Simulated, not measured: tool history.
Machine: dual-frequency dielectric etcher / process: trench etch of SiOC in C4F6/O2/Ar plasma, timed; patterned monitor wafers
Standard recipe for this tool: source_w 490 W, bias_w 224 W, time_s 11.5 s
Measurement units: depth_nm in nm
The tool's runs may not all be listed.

run   hour  source_w  bias_w  time_s  read-back reference wafer on the same gauge, depth_nm  depth_nm
  1    0.0       490     224    12.5                                                  25.91     32.00
  2   16.4       490     224    12.5                                                  25.85     32.03
  3   33.7       490     224    12.5                                                  25.90     32.24
     119.8  -- wet clean of the chamber
  4  120.3       490     224    10.0                                                  25.87     24.28
  5  124.1       490     224    10.0                                                  25.91     24.84
  6  159.8       490     224    10.0                                                  25.91     24.50
  7  188.0       490     224    11.5                                                  25.79     28.16
  8  217.7       490     224    11.5                                                  25.96     28.48
     244.8  -- upper electrode replaced
  9  245.3       490     224    11.5                                                  25.86     28.73
     256.7  -- gauge calibrated
 10  263.0       490     224    11.5                                                  25.92     28.80
 11  275.8       490     224    11.5                                                  25.96     28.40
 12  307.4       490     224    11.5                                                  25.93     28.77
 13  325.3       490     224    11.5                                                  26.01     29.19
 14  358.7       440     224    11.5                                                  25.87     27.75
 15  394.1       490     170     9.0                                                  25.90     20.79
 16  416.0       370     186    14.0                                                  25.91     30.61
 17  443.7       490     224    11.5                                                  25.97     29.34
 18  459.8       490     224    11.5                                                  25.84     29.30
 19  492.4       370     198     8.5                                                  25.89     18.98
 20  514.0       570     170     8.5                                                  25.93     20.75

Run 21 has not been measured yet. What should we expect?
 21  537.8       490     224    14.0                                                      ?         ?

{"run 21": {"read-back reference wafer on the same gauge, depth_nm": 25.86, "depth_nm": 36.12}}
Take away the tool's hidden state, keep the run-to-run variation as it was, and the same run would have given depth_nm 34.89 nm.
